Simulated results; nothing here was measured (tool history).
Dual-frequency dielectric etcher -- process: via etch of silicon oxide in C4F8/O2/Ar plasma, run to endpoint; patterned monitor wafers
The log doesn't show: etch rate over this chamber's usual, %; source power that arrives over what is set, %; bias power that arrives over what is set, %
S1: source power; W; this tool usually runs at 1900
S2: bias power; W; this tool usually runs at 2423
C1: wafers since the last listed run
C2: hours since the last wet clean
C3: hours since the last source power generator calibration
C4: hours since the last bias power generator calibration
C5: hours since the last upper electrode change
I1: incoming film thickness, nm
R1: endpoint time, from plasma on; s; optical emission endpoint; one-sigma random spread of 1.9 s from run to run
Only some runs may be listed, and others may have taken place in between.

run	hour	S1	S2	C1	C2	C3	C4	C5	I1	R1
1	0.0	1900	2423	0	111.1	301.8	3658.2	3200.1	2164.7	417.1
2	27.1	1900	2423	106	138.2	328.9	3685.3	3227.2	2156.2	412.9
3	78.6	1900	2423	201	189.7	380.4	3736.8	3278.7	2161.2	415.3
4	141.4	1640	2266	245	252.5	443.2	3799.6	3341.5	2147.6	460.9
5	179.1	1640	2266	147	290.2	480.9	3837.3	3379.2	2144.7	468.2
# hour 241.1: wet clean of the chamber
6	241.6	1640	2266	150	0.5	543.4	3899.8	3441.7	2144.4	463.4
7	280.9	1900	2282	153	39.8	582.7	3939.1	3481.0	2146.4	423.1
8	333.4	1900	2282	205	92.3	635.2	3991.6	3533.5	2164.2	426.2
9	384.4	1900	2282	199	143.3	686.2	4042.6	3584.5	2133.7	418.9
10	420.5	1900	2423	141	179.4	722.3	4078.7	3620.6	2137.2	414.7
11	448.3	2030	2423	108	207.2	750.1	4106.5	3648.4	2177.8	402.1
12	495.6	2030	2423	185	254.5	797.4	4153.8	3695.7	2150.1	401.3
13	527.2	1900	2423	123	286.1	829.0	4185.4	3727.3	2147.7	415.7
# hour 594.8: wet clean of the chamber
14	595.3	1900	2423	172	0.5	897.1	4253.5	3795.4	2143.9	419.8
# hour 656.4: bias power generator calibrated
# hour 673.4: upper electrode replaced
15	673.9	1900	2423	225	79.1	975.7	17.5	0.5	2162.1	421.5
16	704.6	1900	2051	120	109.8	1006.4	48.2	31.2	2167.0	447.1
17	740.2	1900	2423	139	145.4	1042.0	83.8	66.8	2160.2	419.2
18	774.8	1900	1845	135	180.0	1076.6	118.4	101.4	2160.5	460.9
19	836.5	1900	2423	241	241.7	1138.3	180.1	163.1	2146.2	419.7
20	937.9	1900	2423	397	343.1	1239.7	281.5	264.5	2165.7	424.6
21	998.8	2370	2033	238	404.0	1300.6	342.4	325.4	2157.2	389.5
# hour 1028.3: wet clean of the chamber
22	1031.8	1710	2609	35	3.5	1333.6	375.4	358.4	2170.3	438.1
23	1090.6	2170	2423	230	62.3	1392.4	434.2	417.2	2152.1	390.4
# hour 1136.4: source power generator calibrated
24	1148.7	2230	2739	211	120.4	12.3	492.3	475.3	2153.6	344.4
25	1213.8	1900	2423	254	185.5	77.4	557.4	540.4	2164.6	401.0
26	1270.3	1720	1930	221	242.0	133.9	613.9	596.9	2150.1	458.5
27	1333.7	1610	2423	248	305.4	197.3	677.3	660.3	2148.3	447.9
28	1401.9	1900	2423	267	373.6	265.5	745.5	728.5	2161.4	401.5
# hour 1426.4: wet clean of the chamber
29	1466.1	1900	2423	157	39.7	329.7	809.7	792.7	2143.0	395.0
# hour 1477.2: source power generator calibrated, repeated, since the last time left the tool worse
30	1530.6	1700	2423	236	104.2	53.4	874.2	857.2	2156.1	447.5
31	1706.4	2090	2003	688	280.0	229.2	1050.0	1033.0	2144.3	412.7
32	1732.5	2360	2700	102	306.1	255.3	1076.1	1059.1	2148.2	349.6
# hour 1778.5: wet clean of the chamber
33	1779.0	1900	2423	88	0.5	301.8	1122.6	1105.6	2160.5	413.9
34	1830.7	1650	1851	202	52.2	353.5	1174.3	1157.3	2150.2	494.7

Entry by entry between the runs, the difference in hidden state between the last listed run before and the first listed run after:
From run 5 to run 6: wet clean of the chamber (hour 241.1)
  source power that arrives over what is set, %: -0.569 -> -0.727
  measured minus no-state result, R1: +1.7 -> +2.1 s
From run 13 to run 14: wet clean of the chamber (hour 594.8)
  source power that arrives over what is set, %: -1.45 -> -1.62
  measured minus no-state result, R1: +3.8 -> +4.4 s
From run 14 to run 15: bias power generator calibrated (hour 656.4); upper electrode replaced (hour 673.4)
  source power that arrives over what is set, %: -1.62 -> -1.82
  measured minus no-state result, R1: +4.4 -> +4.9 s
From run 21 to run 22: wet clean of the chamber (hour 1028.3)
  source power that arrives over what is set, %: -2.64 -> -2.72
  measured minus no-state result, R1: +6.7 -> +7.6 s
From run 23 to run 24: source power generator calibrated (hour 1136.4)
  source power that arrives over what is set, %: -2.87 -> 6.48
  measured minus no-state result, R1: +7.2 -> -13.7 s
From run 28 to run 29: wet clean of the chamber (hour 1426.4)
  source power that arrives over what is set, %: 5.84 -> 5.68
  measured minus no-state result, R1: -14.4 -> -13.8 s
From run 29 to run 30: source power generator calibrated, repeated, since the last time left the tool worse (hour 1477.2)
  source power that arrives over what is set, %: 5.68 -> 0.0986
  measured minus no-state result, R1: -13.8 -> -0.3 s
From run 32 to run 33: wet clean of the chamber (hour 1778.5)
  source power that arrives over what is set, %: -0.412 -> -0.529
  measured minus no-state result, R1: +0.9 -> +1.4 s

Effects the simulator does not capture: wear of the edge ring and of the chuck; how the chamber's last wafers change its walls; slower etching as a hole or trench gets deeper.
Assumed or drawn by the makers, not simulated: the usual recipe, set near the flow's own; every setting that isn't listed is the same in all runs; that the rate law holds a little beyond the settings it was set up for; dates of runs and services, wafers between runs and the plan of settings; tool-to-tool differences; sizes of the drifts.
